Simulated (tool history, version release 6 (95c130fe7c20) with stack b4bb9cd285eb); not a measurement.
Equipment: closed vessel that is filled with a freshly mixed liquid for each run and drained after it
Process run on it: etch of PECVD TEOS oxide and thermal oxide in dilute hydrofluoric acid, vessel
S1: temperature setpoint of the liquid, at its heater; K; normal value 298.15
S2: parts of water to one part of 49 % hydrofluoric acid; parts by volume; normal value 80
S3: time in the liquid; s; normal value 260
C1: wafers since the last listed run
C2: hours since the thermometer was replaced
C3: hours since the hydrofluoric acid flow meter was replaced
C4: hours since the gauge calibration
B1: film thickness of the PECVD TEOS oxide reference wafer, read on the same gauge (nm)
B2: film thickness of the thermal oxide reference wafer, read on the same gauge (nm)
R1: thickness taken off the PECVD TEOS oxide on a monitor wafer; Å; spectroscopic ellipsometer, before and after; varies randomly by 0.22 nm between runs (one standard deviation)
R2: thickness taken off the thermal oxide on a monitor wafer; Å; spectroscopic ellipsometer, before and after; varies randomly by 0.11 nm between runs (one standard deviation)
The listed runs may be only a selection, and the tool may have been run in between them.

Run 1, hour 0: usual settings; C1 0; C2 1426.1; C3 1096.8; C4 1502.4; B1 110; B2 130.01. Result: R1 371.5 Å, R2 183 Å.
At hour 65.6: thermometer replaced.
Run 2, hour 66.6: usual settings but S2 50 parts by volume; C1 4214; C2 1; C3 1163.4; C4 1569; B1 110; B2 129.98. Result: R1 585 Å, R2 283.5 Å.
Run 3, hour 157.5: usual settings but S2 50 parts by volume; C1 5839; C2 91.9; C3 1254.3; C4 1659.9; B1 110; B2 130.01. Result: R1 583.9 Å, R2 288.5 Å.
Run 4, hour 199.5: usual settings but S2 105 parts by volume; C1 2698; C2 133.9; C3 1296.3; C4 1701.9; B1 110; B2 129.99. Result: R1 261.6 Å, R2 127.3 Å.
Run 5, hour 241.4: usual settings; C1 2691; C2 175.8; C3 1338.2; C4 1743.8; B1 109.99; B2 130.02. Result: R1 352.2 Å, R2 172.1 Å.
Run 6, hour 327.8: usual settings; C1 5550; C2 262.2; C3 1424.6; C4 1830.2; B1 109.98; B2 129.99. Result: R1 355.3 Å, R2 175.1 Å.
Run 7, hour 430.3: usual settings; C1 6585; C2 364.7; C3 1527.1; C4 1932.7; B1 110.02; B2 130.01. Result: R1 355.7 Å, R2 172.3 Å.
Run 8, hour 491.7: usual settings but S3 200 s; C1 3944; C2 426.1; C3 1588.5; C4 1994.1; B1 110.01; B2 129.99. Result: R1 273.5 Å, R2 134.7 Å.
Run 9, hour 562.3: usual settings but S3 200 s; C1 4535; C2 496.7; C3 1659.1; C4 2064.7; B1 110.02; B2 130.01. Result: R1 272.7 Å, R2 132.3 Å.
Run 10, hour 626.4: usual settings but S3 200 s; C1 4118; C2 560.8; C3 1723.2; C4 2128.8; B1 109.98; B2 130.01. Result: R1 278.1 Å, R2 134.1 Å.
Run 11, hour 683.6: usual settings but S1 299.65 K; C1 3674; C2 618; C3 1780.4; C4 2186; B1 110; B2 129.98. Result: R1 378.4 Å, R2 183.8 Å.
Run 12, hour 778.4: usual settings but S2 65 parts by volume; C1 6090; C2 712.8; C3 1875.2; C4 2280.8; B1 110; B2 130. Result: R1 450.6 Å, R2 220.8 Å.
Run 13, hour 866.9: usual settings but S2 100 parts by volume; C1 5685; C2 801.3; C3 1963.7; C4 2369.3; B1 109.99; B2 130. Result: R1 280.7 Å, R2 137.4 Å.
Run 14, hour 938.5: usual settings but S1 293.65 K; C1 4599; C2 872.9; C3 2035.3; C4 2440.9; B1 110.01; B2 130. Result: R1 302.1 Å, R2 149.4 Å.
At hour 977.4: hydrofluoric acid flow meter replaced.
At hour 978.3: gauge calibrated.
Run 15, hour 1041.6: usual settings but S1 301.15 K, S2 55 parts by volume, S3 180 s; C1 6559; C2 976; C3 64.2; C4 63.3; B1 110.01; B2 130.01. Result: R1 436.5 Å, R2 213.4 Å.
Run 16, hour 1236.2: usual settings but S1 300.65 K, S2 65 parts by volume, S3 200 s; C1 12502; C2 1170.6; C3 258.8; C4 257.9; B1 109.98; B2 130. Result: R1 398.2 Å, R2 195.4 Å.
Run 17, hour 1327.7: usual settings but S1 293.65 K, S2 55 parts by volume; C1 5878; C2 1262.1; C3 350.3; C4 349.4; B1 110; B2 130.02. Result: R1 467 Å, R2 232.2 Å.
Run 18, hour 1487.2: usual settings but S1 295.15 K; C1 10247; C2 1421.6; C3 509.8; C4 508.9; B1 110; B2 130. Result: R1 337.7 Å, R2 162.7 Å.
Run 19, hour 1559.5: usual settings; C1 4644; C2 1493.9; C3 582.1; C4 581.2; B1 109.99; B2 129.99. Result: R1 376.1 Å, R2 183.5 Å.
At hour 1609.1: thermometer replaced.
Run 20, hour 1663.2: usual settings but S3 320 s; C1 6598; C2 54.1; C3 685.8; C4 684.9; B1 109.98; B2 129.97. Result: R1 431.7 Å, R2 213 Å.
Run 21, hour 1731.4: usual settings; C1 4381; C2 122.3; C3 754; C4 753.1; B1 109.97; B2 130.03. Result: R1 353.1 Å, R2 174 Å.
Run 22, hour 1823: usual settings but S1 301.65 K, S2 45 parts by volume, S3 390 s; C1 5884; C2 213.9; C3 845.6; C4 844.7; B1 110.01; B2 130.01. Result: R1 1145.4 Å, R2 564.1 Å.
Run 23, hour 1868.1: usual settings but S2 120 parts by volume, S3 405 s; C1 2897; C2 259; C3 890.7; C4 889.8; B1 110.01; B2 130.03. Result: R1 352.2 Å, R2 175 Å.
Run 24, hour 1961.4: usual settings but S1 293.65 K, S2 45 parts by volume, S3 405 s; C1 5994; C2 352.3; C3 984; C4 983.1; B1 110.01; B2 129.99. Result: R1 863 Å, R2 422.8 Å.
Run 25, hour 2025.6: usual settings but S1 302.15 K, S2 65 parts by volume, S3 110 s; C1 4124; C2 416.5; C3 1048.2; C4 1047.3; B1 110.02; B2 130.04. Result: R1 224.9 Å, R2 109.6 Å.
Run 26, hour 2096.2: usual settings but S1 295.65 K, S2 45 parts by volume, S3 135 s; C1 4535; C2 487.1; C3 1118.8; C4 1117.9; B1 109.99; B2 130. Result: R1 317 Å, R2 155.5 Å.

Hidden condition of the tool, last listed run before each entry between runs versus first listed run after:
Run 1 -> run 2: thermometer replaced (hour 65.6)
  liquid hotter than its thermometer reads (K): 1.75 -> 0.0916; hydrofluoric acid flow below the setpoint (%): 1.44 -> 1.52
  difference, measured minus the result without the unlogged condition, R1: +19.2 -> -7.5 Å; R2: +9.4 -> -3.6 Å
Run 14 -> run 15: hydrofluoric acid flow meter replaced (hour 977.4); gauge calibrated (hour 978.3)
  liquid hotter than its thermometer reads (K): 1.07 -> 1.19; hydrofluoric acid flow below the setpoint (%): 2.6 -> 0.169
  difference, measured minus the result without the unlogged condition, R1: +4.6 -> +19.3 Å; R2: +2.3 -> +9.4 Å
Run 19 -> run 20: thermometer replaced (hour 1609.1)
  liquid hotter than its thermometer reads (K): 1.77 -> 0.273; hydrofluoric acid flow below the setpoint (%): 0.806 -> 0.934
  difference, measured minus the result without the unlogged condition, R1: +22.3 -> +0.2 Å; R2: +10.9 -> +0.1 Å
